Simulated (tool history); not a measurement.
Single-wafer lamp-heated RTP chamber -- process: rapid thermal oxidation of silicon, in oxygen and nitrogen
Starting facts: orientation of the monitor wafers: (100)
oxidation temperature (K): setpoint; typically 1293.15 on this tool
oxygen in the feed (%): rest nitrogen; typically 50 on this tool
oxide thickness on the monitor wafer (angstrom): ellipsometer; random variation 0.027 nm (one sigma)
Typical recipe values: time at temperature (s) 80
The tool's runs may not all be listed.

run,hour,oxidation temperature (K),time at temperature (s),oxygen in the feed (%),"read-back reference wafer on the same gauge, thickness",oxide thickness on the monitor wafer (angstrom)
1,0,1293.15,80,50,7.075,66.04
2,41.9,1293.15,80,50,7.076,66
3,94.3,1293.15,80,50,7.088,66.06
4,150.4,1293.15,80,60,7.086,70.29
5,185.5,1293.15,80,60,7.086,70.94
6,257,1284.15,80,50,7.083,62.43
7,294.1,1284.15,80,50,7.08,62.58
8,345.8,1293.15,80,50,7.079,66.63
9,370.5,1293.15,80,50,7.076,66.92
# hour 382.6: gauge calibrated
10,441.5,1293.15,80,50,7.08,66.83
11,506.7,1293.15,80,29,7.081,55.65
# hour 522.4: oxygen flow controller replaced
12,550.2,1293.15,80,62,7.084,72.74
13,586.3,1293.15,65,50,7.074,62.06
# hour 654.7: pyrometer window cleaned and pyrometer calibrated
14,657.4,1293.15,60,76,7.082,72.25
15,703,1293.15,65,50,7.082,64.38
16,756,1319.15,62,29,7.078,62.57
17,780.1,1293.15,80,50,7.084,70.49
# hour 815.7: pyrometer window cleaned and pyrometer calibrated, repeated, since the last time left the tool worse
18,824.7,1319.15,80,29,7.085,64.35
19,870.8,1282.15,69,25,7.079,45.09
# hour 934.6: gauge calibrated
20,935.6,1269.15,80,30,7.072,46.59
21,959.8,1270.15,56,24,7.082,37.87
22,1061.5,1293.15,80,50,7.086,65.29
23,1090,1318.15,96,41,7.088,78.11

Hidden state, per run?
deviation of the oxygen flow from its setpoint, %: 0 on each run
gauge reads high (%): 0 on each run
H1: true wafer temperature minus pyrometer reading, K
run,H1
1,2.57
2,2.82
3,3.13
4,3.46
5,3.67
6,4.09
7,4.31
8,4.62
9,4.77
10,5.19
11,5.58
12,5.83
13,6.05
14,12.1
15,12.3
16,12.7
17,12.8
18,0.0998
19,0.373
20,0.758
21,0.901
22,1.5
23,1.67
